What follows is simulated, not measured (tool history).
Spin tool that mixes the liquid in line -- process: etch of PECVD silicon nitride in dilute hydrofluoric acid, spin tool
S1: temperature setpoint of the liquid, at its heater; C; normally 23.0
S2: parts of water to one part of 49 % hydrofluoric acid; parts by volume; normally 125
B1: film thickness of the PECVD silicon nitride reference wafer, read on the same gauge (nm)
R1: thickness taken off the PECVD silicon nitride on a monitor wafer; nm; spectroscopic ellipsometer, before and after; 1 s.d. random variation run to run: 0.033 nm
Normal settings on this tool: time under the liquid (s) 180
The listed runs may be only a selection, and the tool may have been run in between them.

run 1 hour=0.0 | S1=20.0 S2=140 time_under_the_liquid_(s)=180 | B1=129.987 | R1=2.098
run 2 hour=44.3 | S1=20.0 S2=140 time_under_the_liquid_(s)=180 | B1=130.004 | R1=2.115
run 3 hour=115.9 | S1=19.5 S2=125 time_under_the_liquid_(s)=140 | B1=129.986 | R1=1.797
run 4 hour=215.7 | S1=19.5 S2=125 time_under_the_liquid_(s)=140 | B1=130.007 | R1=1.791
run 5 hour=294.8 | S1=23.0 S2=125 time_under_the_liquid_(s)=180 | B1=129.991 | R1=2.919
run 6 hour=400.7 | S1=23.0 S2=125 time_under_the_liquid_(s)=180 | B1=130.003 | R1=2.853
run 7 hour=463.9 | S1=23.0 S2=125 time_under_the_liquid_(s)=180 | B1=129.995 | R1=2.924
run 8 hour=530.3 | S1=23.0 S2=125 time_under_the_liquid_(s)=180 | B1=130.001 | R1=2.976
run 9 hour=625.3 | S1=23.0 S2=125 time_under_the_liquid_(s)=255 | B1=129.990 | R1=4.247
-- hour=645.5 hydrofluoric acid flow meter replaced
run 10 hour=713.6 | S1=23.0 S2=125 time_under_the_liquid_(s)=255 | B1=130.003 | R1=4.246
run 11 hour=808.3 | S1=23.0 S2=125 time_under_the_liquid_(s)=255 | B1=130.001 | R1=4.174
run 12 hour=913.8 | S1=23.0 S2=125 time_under_the_liquid_(s)=180 | B1=130.005 | R1=3.023
run 13 hour=1016.1 | S1=27.5 S2=90 time_under_the_liquid_(s)=220 | B1=129.980 | R1=6.840
run 14 hour=1116.1 | S1=27.0 S2=95 time_under_the_liquid_(s)=180 | B1=129.983 | R1=5.170
-- hour=1140.4 gauge calibrated
run 15 hour=1188.9 | S1=23.0 S2=125 time_under_the_liquid_(s)=180 | B1=129.975 | R1=3.003
-- hour=1215.6 thermometer replaced
run 16 hour=1277.2 | S1=23.0 S2=125 time_under_the_liquid_(s)=180 | B1=130.013 | R1=3.179
run 17 hour=1346.1 | S1=19.5 S2=175 time_under_the_liquid_(s)=260 | B1=129.987 | R1=2.674
run 18 hour=1434.2 | S1=23.0 S2=180 time_under_the_liquid_(s)=180 | B1=130.022 | R1=2.232
run 19 hour=1490.7 | S1=19.5 S2=95 time_under_the_liquid_(s)=215 | B1=129.998 | R1=4.054
-- hour=1499.8 thermometer replaced, repeated, since the last time left the tool worse
run 20 hour=1578.5 | S1=27.0 S2=110 time_under_the_liquid_(s)=210 | B1=130.001 | R1=4.869
run 21 hour=1620.1 | S1=23.0 S2=125 time_under_the_liquid_(s)=255 | B1=129.993 | R1=4.094
run 22 hour=1673.6 | S1=19.5 S2=95 time_under_the_liquid_(s)=215 | B1=129.990 | R1=3.565
run 23 hour=1779.6 | S1=27.0 S2=180 time_under_the_liquid_(s)=180 | B1=129.999 | R1=2.580
run 24 hour=1828.3 | S1=23.0 S2=125 time_under_the_liquid_(s)=95 | B1=130.015 | R1=1.521

5 ways to go on from here, each from the tool as it stands after run 24. What would each give?
run A hour=1828.8 | S1=23.0 S2=90 time_under_the_liquid_(s)=180 | B1=? | R1=?
run B hour=1828.8 | S1=21.5 S2=125 time_under_the_liquid_(s)=180 | B1=? | R1=?
run C hour=1828.8 | S1=23.0 S2=140 time_under_the_liquid_(s)=180 | B1=? | R1=?
run D hour=1828.8 | S1=20.0 S2=125 time_under_the_liquid_(s)=280 | B1=? | R1=?
run E hour=1828.8 | S1=18.5 S2=125 time_under_the_liquid_(s)=180 | B1=? | R1=?

run=A B1=129.991 R1=4.003
run=B B1=129.991 R1=2.623
run=C B1=129.991 R1=2.590
run=D B1=129.991 R1=3.691
run=E B1=129.991 R1=2.144
With no hidden state in the tool, these same runs would have given:
run=A R1=3.934
run=B R1=2.578
run=C R1=2.546
run=D R1=3.627
run=E R1=2.106
